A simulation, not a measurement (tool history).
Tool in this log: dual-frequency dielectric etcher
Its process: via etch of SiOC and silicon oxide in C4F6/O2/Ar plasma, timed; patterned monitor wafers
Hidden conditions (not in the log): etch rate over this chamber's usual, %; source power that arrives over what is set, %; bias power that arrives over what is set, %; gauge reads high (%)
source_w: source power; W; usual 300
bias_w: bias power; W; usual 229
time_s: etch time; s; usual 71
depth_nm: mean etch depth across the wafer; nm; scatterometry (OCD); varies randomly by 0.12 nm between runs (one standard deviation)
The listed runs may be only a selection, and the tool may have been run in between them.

| run | hour | source_w | bias_w | time_s | wafers since the last listed run | hours since the last wet clean | hours since the last source power generator calibration | hours since the last bias power generator calibration | hours since the last upper electrode change | hours since the gauge calibration | read-back reference wafer on the same gauge, depth_nm | depth_nm |
|---|---|---|---|---|---|---|---|---|---|---|---|---|
| 1 | 0 | 300 | 229 | 71 | 0 | 291.5 | 1891.4 | 3971.3 | 3248.1 | 59.4 | 81.6 | 78.3 |
| 2 | 12.7 | 300 | 229 | 71 | 97 | 304.2 | 1904.1 | 3984 | 3260.8 | 72.1 | 81.6 | 78.4 |
| 3 | 25.2 | 300 | 229 | 71 | 95 | 316.7 | 1916.6 | 3996.5 | 3273.3 | 84.6 | 81.6 | 78.5 |
| 4 | 37.4 | 300 | 229 | 71 | 93 | 328.9 | 1928.8 | 4008.7 | 3285.5 | 96.8 | 81.6 | 78.4 |
| 5 | 45.8 | 300 | 229 | 71 | 64 | 337.3 | 1937.2 | 4017.1 | 3293.9 | 105.2 | 81.6 | 78.3 |
| 6 | 59.8 | 300 | 243 | 55.5 | 107 | 351.3 | 1951.2 | 4031.1 | 3307.9 | 119.2 | 81.6 | 63.3 |
| 7 | 70.9 | 300 | 243 | 55.5 | 85 | 362.4 | 1962.3 | 4042.2 | 3319 | 130.3 | 81.6 | 63.4 |
| 8 | 81.9 | 300 | 229 | 71 | 84 | 373.4 | 1973.3 | 4053.2 | 3330 | 141.3 | 81.6 | 78.5 |
| 9 | 93.5 | 300 | 229 | 71 | 88 | 385 | 1984.9 | 4064.8 | 3341.6 | 152.9 | 81.6 | 78.5 |
|  | 97.5 | gauge calibrated |
| 10 | 102.5 | 300 | 229 | 71 | 68 | 394 | 1993.9 | 4073.8 | 3350.6 | 5 | 81.6 | 78.8 |
|  | 110.7 | source power generator calibrated |
| 11 | 111.2 | 360 | 229 | 60.5 | 36 | 402.7 | 0.5 | 4082.5 | 3359.3 | 13.7 | 81.6 | 69.4 |
| 12 | 119.8 | 330 | 229 | 85.5 | 65 | 411.3 | 9.1 | 4091.1 | 3367.9 | 22.3 | 81.6 | 96.4 |
|  | 128.2 | bias power generator calibrated |
| 13 | 133.5 | 300 | 229 | 88.5 | 74 | 425 | 22.8 | 5.3 | 3381.6 | 36 | 81.6 | 97.8 |
|  | 158.7 | upper electrode replaced |
|  | 170.8 | wet clean of the chamber |
| 14 | 171.3 | 300 | 229 | 71 | 12 | 0.5 | 60.6 | 43.1 | 12.6 | 73.8 | 81.6 | 77 |
| 15 | 171.7 | 300 | 229 | 59.5 | 3 | 0.9 | 61 | 43.5 | 13 | 74.2 | 81.6 | 64.4 |
| 16 | 200.5 | 380 | 229 | 59.5 | 220 | 29.7 | 89.8 | 72.3 | 41.8 | 103 | 81.6 | 67.8 |
|  | 230.8 | gauge calibrated |
| 17 | 231.5 | 240 | 274 | 79 | 237 | 60.7 | 120.8 | 103.3 | 72.8 | 0.7 | 81.6 | 90.9 |
| 18 | 242.3 | 300 | 229 | 71 | 82 | 71.5 | 131.6 | 114.1 | 83.6 | 11.5 | 81.6 | 77.1 |
| 19 | 252.1 | 300 | 194 | 71 | 75 | 81.3 | 141.4 | 123.9 | 93.4 | 21.3 | 81.6 | 70.4 |
| 20 | 268.1 | 340 | 229 | 51 | 122 | 97.3 | 157.4 | 139.9 | 109.4 | 37.3 | 81.7 | 57 |
| 21 | 281 | 320 | 272 | 50.5 | 98 | 110.2 | 170.3 | 152.8 | 122.3 | 50.2 | 81.6 | 61.2 |

Each row is a separate what-if for the run after 21, all from the same tool condition, not one after another. Results?
| A | 281.4 | 250 | 229 | 71 | 3 | 110.6 | 170.7 | 153.2 | 122.7 | 50.6 | ? | ? |
| B | 281.4 | 330 | 251 | 85 | 3 | 110.6 | 170.7 | 153.2 | 122.7 | 50.6 | ? | ? |
| C | 281.4 | 300 | 229 | 82 | 3 | 110.6 | 170.7 | 153.2 | 122.7 | 50.6 | ? | ? |
| D | 281.4 | 380 | 201 | 88 | 3 | 110.6 | 170.7 | 153.2 | 122.7 | 50.6 | ? | ? |

| run | read-back reference wafer on the same gauge, depth_nm | depth_nm |
|---|---|---|
| A | 81.6 | 74.7 |
| B | 81.6 | 99 |
| C | 81.6 | 89.2 |
| D | 81.6 | 93.3 |
Take away the tool's hidden state, keep each run's random variation, and the runs would have read:
| run | depth_nm |
|---|---|
| A | 74.7 |
| B | 99 |
| C | 89.2 |
| D | 93.3 |
